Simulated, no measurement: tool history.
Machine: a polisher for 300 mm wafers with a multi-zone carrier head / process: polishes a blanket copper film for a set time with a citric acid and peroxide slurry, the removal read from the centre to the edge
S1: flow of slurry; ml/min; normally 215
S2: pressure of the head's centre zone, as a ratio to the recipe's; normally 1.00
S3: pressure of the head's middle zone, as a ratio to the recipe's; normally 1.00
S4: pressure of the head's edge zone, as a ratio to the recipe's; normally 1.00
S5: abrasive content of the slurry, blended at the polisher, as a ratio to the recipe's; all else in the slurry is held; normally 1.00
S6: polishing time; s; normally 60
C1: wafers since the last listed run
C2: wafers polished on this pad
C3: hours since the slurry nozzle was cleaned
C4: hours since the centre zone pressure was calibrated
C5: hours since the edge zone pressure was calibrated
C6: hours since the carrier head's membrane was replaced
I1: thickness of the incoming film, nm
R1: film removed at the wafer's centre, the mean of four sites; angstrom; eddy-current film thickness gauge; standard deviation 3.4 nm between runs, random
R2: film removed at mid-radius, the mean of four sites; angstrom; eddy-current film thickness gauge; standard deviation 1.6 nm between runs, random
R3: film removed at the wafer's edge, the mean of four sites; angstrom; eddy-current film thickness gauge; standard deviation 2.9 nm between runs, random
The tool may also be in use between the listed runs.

run,day,S1,S2,S3,S4,S5,S6,C1,C2,C3,C4,C5,C6,I1,R1,R2,R3
1,0.000,215,1.00,1.00,1.00,1.00,60,0,3377,343.4,1081.1,693.1,1233.9,575.1,2208,2144,2202
# day 1.442: slurry nozzle cleaned
# day 1.800: worn pad replaced by a new one
2,2.288,215,1.00,1.00,1.00,1.00,60,676,159,20.3,1136.0,748.0,1288.8,583.4,2386,2311,2357
3,3.633,215,1.00,1.00,1.00,1.00,60,437,596,52.6,1168.3,780.3,1321.1,591.0,2434,2330,2348
# day 5.038: carrier head's membrane replaced by a new one
4,5.058,215,1.00,1.00,1.00,1.00,60,395,992,86.8,1202.5,814.5,0.5,578.0,2406,2309,2377
# day 6.558: centre zone pressure recalibrated
5,6.696,215,1.00,1.00,1.00,1.00,60,505,1498,126.1,3.3,853.8,39.8,576.4,2423,2282,2352
6,9.454,175,1.00,0.90,1.00,1.00,60,897,2395,192.3,69.5,920.0,106.0,588.1,2221,2049,2222
7,11.129,215,1.00,1.00,1.00,1.00,60,544,2940,232.5,109.7,960.2,146.2,577.1,2246,2184,2250
# day 12.729: worn pad replaced by a new one
8,13.733,215,1.00,1.06,0.95,1.00,52,792,326,295.0,172.2,1022.7,208.7,574.8,2062,2089,2003
# day 15.475: edge zone pressure recalibrated
9,15.767,250,1.00,0.90,0.90,1.00,50,634,960,343.8,221.0,7.0,257.5,577.5,2022,1895,1887
10,18.612,215,1.08,1.00,1.00,1.00,60,925,1886,412.1,289.3,75.3,325.8,577.8,2549,2272,2335
# day 20.921: slurry nozzle cleaned
11,20.942,215,1.05,0.96,1.00,1.00,60,744,2630,0.5,345.2,131.2,381.7,585.3,2378,2195,2303
12,23.058,215,1.00,1.00,1.08,1.00,60,688,3319,51.3,396.0,182.0,432.5,581.4,2231,2165,2258
13,25.354,215,1.00,1.00,1.00,1.00,60,746,4065,106.4,451.1,237.1,487.6,579.5,2158,2043,2082
# day 26.142: worn pad replaced by a new one
14,31.696,215,1.08,1.08,1.11,0.75,60,2008,1806,258.6,603.3,389.3,639.8,586.6,2324,2125,2212
15,32.858,215,0.94,1.00,1.00,1.15,66,378,2184,286.5,631.2,417.2,667.7,586.9,2474,2556,2606
16,34.275,215,1.00,1.00,1.00,1.15,60,460,2645,320.5,665.2,451.2,701.7,586.1,2392,2307,2304
17,37.221,215,0.97,1.07,1.00,1.30,60,958,3604,391.2,735.9,521.9,772.4,576.1,2314,2360,2309
# day 39.479: worn pad replaced by a new one
18,39.500,215,1.05,1.00,1.00,1.00,76,687,7,445.9,790.6,576.6,827.1,575.5,3119,2937,3079
# day 40.029: slurry nozzle cleaned
19,42.275,215,1.00,1.00,1.00,1.25,70,889,896,53.9,857.2,643.2,893.7,567.7,2987,2854,2934
20,43.796,215,1.00,1.00,1.00,1.00,60,494,1391,90.4,893.7,679.7,930.2,591.8,2315,2284,2362

Run-by-run hidden state of the tool:
slurry flow missing at the pad, %: 0 on each run
deviation of the centre zone's pressure from its setpoint, %: 0 on each run
deviation of the edge zone's pressure from its setpoint, %: 0 on each run
H1: removal rate lost through wear of the pad, %
run,H1
1,8.6
2,0.893
3,1.13
4,1.68
5,2.69
6,5.31
7,7.46
8,1.08
9,1.7
10,3.62
11,6.1
12,9.07
13,13.1
14,3.86
15,4.94
16,6.53
17,10.8
18,1.41
19,2
20,2.82
